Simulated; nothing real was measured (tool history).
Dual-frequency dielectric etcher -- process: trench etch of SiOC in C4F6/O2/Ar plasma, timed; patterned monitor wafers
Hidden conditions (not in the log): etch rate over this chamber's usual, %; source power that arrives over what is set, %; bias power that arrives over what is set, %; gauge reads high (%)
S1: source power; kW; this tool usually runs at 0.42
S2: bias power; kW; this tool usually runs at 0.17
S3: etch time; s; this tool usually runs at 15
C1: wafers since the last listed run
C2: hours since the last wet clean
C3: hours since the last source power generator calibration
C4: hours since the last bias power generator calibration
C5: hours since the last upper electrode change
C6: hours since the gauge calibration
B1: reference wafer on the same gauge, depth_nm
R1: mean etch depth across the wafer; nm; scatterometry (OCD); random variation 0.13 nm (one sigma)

run 1 hour=0 | S1=0.42 S2=0.17 S3=15 | C1=0 C2=151.2 C3=3424.5 C4=191.3 C5=118.7 C6=1669.1 | B1=34.59 | R1=32.43
run 2 hour=69.5 | S1=0.42 S2=0.17 S3=15 | C1=1027 C2=220.7 C3=3494 C4=260.8 C5=188.2 C6=1738.6 | B1=34.48 | R1=32.48
-- hour=74.3 source power generator calibrated
run 3 hour=98.8 | S1=0.42 S2=0.17 S3=15 | C1=373 C2=250 C3=24.5 C4=290.1 C5=217.5 C6=1767.9 | B1=34.51 | R1=32.57
run 4 hour=129.1 | S1=0.42 S2=0.17 S3=15 | C1=447 C2=280.3 C3=54.8 C4=320.4 C5=247.8 C6=1798.2 | B1=34.55 | R1=32.64
run 5 hour=180.7 | S1=0.42 S2=0.17 S3=15 | C1=762 C2=331.9 C3=106.4 C4=372 C5=299.4 C6=1849.8 | B1=34.56 | R1=32.48
run 6 hour=239.5 | S1=0.42 S2=0.17 S3=15 | C1=869 C2=390.7 C3=165.2 C4=430.8 C5=358.2 C6=1908.6 | B1=34.51 | R1=32.53
-- hour=316.6 wet clean of the chamber
run 7 hour=317.1 | S1=0.42 S2=0.17 S3=15 | C1=792 C2=0.5 C3=242.8 C4=508.4 C5=435.8 C6=1986.2 | B1=34.53 | R1=32.46
run 8 hour=376.2 | S1=0.42 S2=0.17 S3=15 | C1=873 C2=59.6 C3=301.9 C4=567.5 C5=494.9 C6=2045.3 | B1=34.5 | R1=32.54
run 9 hour=418.3 | S1=0.42 S2=0.17 S3=15 | C1=622 C2=101.7 C3=344 C4=609.6 C5=537 C6=2087.4 | B1=34.44 | R1=32.42
run 10 hour=473.2 | S1=0.35 S2=0.14 S3=16.5 | C1=811 C2=156.6 C3=398.9 C4=664.5 C5=591.9 C6=2142.3 | B1=34.47 | R1=31.15
run 11 hour=531.9 | S1=0.42 S2=0.17 S3=15 | C1=867 C2=215.3 C3=457.6 C4=723.2 C5=650.6 C6=2201 | B1=34.54 | R1=32.35
run 12 hour=563.7 | S1=0.42 S2=0.17 S3=15 | C1=470 C2=247.1 C3=489.4 C4=755 C5=682.4 C6=2232.8 | B1=34.45 | R1=32.72
run 13 hour=617.9 | S1=0.42 S2=0.17 S3=15 | C1=801 C2=301.3 C3=543.6 C4=809.2 C5=736.6 C6=2287 | B1=34.52 | R1=32.53
run 14 hour=642.7 | S1=0.42 S2=0.17 S3=13.5 | C1=366 C2=326.1 C3=568.4 C4=834 C5=761.4 C6=2311.8 | B1=34.44 | R1=29.26
run 15 hour=676.6 | S1=0.42 S2=0.17 S3=15 | C1=501 C2=360 C3=602.3 C4=867.9 C5=795.3 C6=2345.7 | B1=34.49 | R1=32.36
run 16 hour=725.1 | S1=0.42 S2=0.128 S3=15 | C1=716 C2=408.5 C3=650.8 C4=916.4 C5=843.8 C6=2394.2 | B1=34.54 | R1=29.48
run 17 hour=752.1 | S1=0.35 S2=0.208 S3=13 | C1=399 C2=435.5 C3=677.8 C4=943.4 C5=870.8 C6=2421.2 | B1=34.52 | R1=28.49
run 18 hour=780.1 | S1=0.48 S2=0.17 S3=15 | C1=413 C2=463.5 C3=705.8 C4=971.4 C5=898.8 C6=2449.2 | B1=34.48 | R1=34.1
run 19 hour=839.2 | S1=0.34 S2=0.153 S3=17.5 | C1=873 C2=522.6 C3=764.9 C4=1030.5 C5=957.9 C6=2508.3 | B1=34.49 | R1=34.1
-- hour=878.5 gauge calibrated
-- hour=881.7 wet clean of the chamber
run 20 hour=882.2 | S1=0.48 S2=0.199 S3=18 | C1=280 C2=0.5 C3=807.9 C4=1073.5 C5=1000.9 C6=3.7 | B1=34.51 | R1=43.05
run 21 hour=938.9 | S1=0.36 S2=0.149 S3=15 | C1=838 C2=57.2 C3=864.6 C4=1130.2 C5=1057.6 C6=60.4 | B1=34.46 | R1=29.45
run 22 hour=977.3 | S1=0.42 S2=0.153 S3=15 | C1=567 C2=95.6 C3=903 C4=1168.6 C5=1096 C6=98.8 | B1=34.5 | R1=31.41
run 23 hour=1015.2 | S1=0.38 S2=0.19 S3=15 | C1=560 C2=133.5 C3=940.9 C4=1206.5 C5=1133.9 C6=136.7 | B1=34.51 | R1=32.72
run 24 hour=1198.9 | S1=0.46 S2=0.2 S3=11.5 | C1=2715 C2=317.2 C3=1124.6 C4=1390.2 C5=1317.6 C6=320.4 | B1=34.47 | R1=27.1
run 25 hour=1243.2 | S1=0.42 S2=0.17 S3=15 | C1=654 C2=361.5 C3=1168.9 C4=1434.5 C5=1361.9 C6=364.7 | B1=34.52 | R1=32.54
run 26 hour=1295.9 | S1=0.33 S2=0.17 S3=15 | C1=779 C2=414.2 C3=1221.6 C4=1487.2 C5=1414.6 C6=417.4 | B1=34.45 | R1=30.04
run 27 hour=1363.2 | S1=0.42 S2=0.17 S3=15 | C1=994 C2=481.5 C3=1288.9 C4=1554.5 C5=1481.9 C6=484.7 | B1=34.51 | R1=32.55
-- hour=1420.1 wet clean of the chamber
run 28 hour=1420.6 | S1=0.42 S2=0.129 S3=16.5 | C1=493 C2=0.5 C3=1346.3 C4=1611.9 C5=1539.3 C6=542.1 | B1=34.49 | R1=32.62
run 29 hour=1448 | S1=0.45 S2=0.202 S3=16 | C1=405 C2=27.9 C3=1373.7 C4=1639.3 C5=1566.7 C6=569.5 | B1=34.54 | R1=37.84
run 30 hour=1502 | S1=0.45 S2=0.208 S3=13 | C1=798 C2=81.9 C3=1427.7 C4=1693.3 C5=1620.7 C6=623.5 | B1=34.44 | R1=30.95

The tool's hidden state at each run:
etch rate over this chamber's usual, %: 0, the same for each run
source power that arrives over what is set, %: 0, the same for each run
bias power that arrives over what is set, %: 0, the same for each run
gauge reads high (%): 0, the same for each run

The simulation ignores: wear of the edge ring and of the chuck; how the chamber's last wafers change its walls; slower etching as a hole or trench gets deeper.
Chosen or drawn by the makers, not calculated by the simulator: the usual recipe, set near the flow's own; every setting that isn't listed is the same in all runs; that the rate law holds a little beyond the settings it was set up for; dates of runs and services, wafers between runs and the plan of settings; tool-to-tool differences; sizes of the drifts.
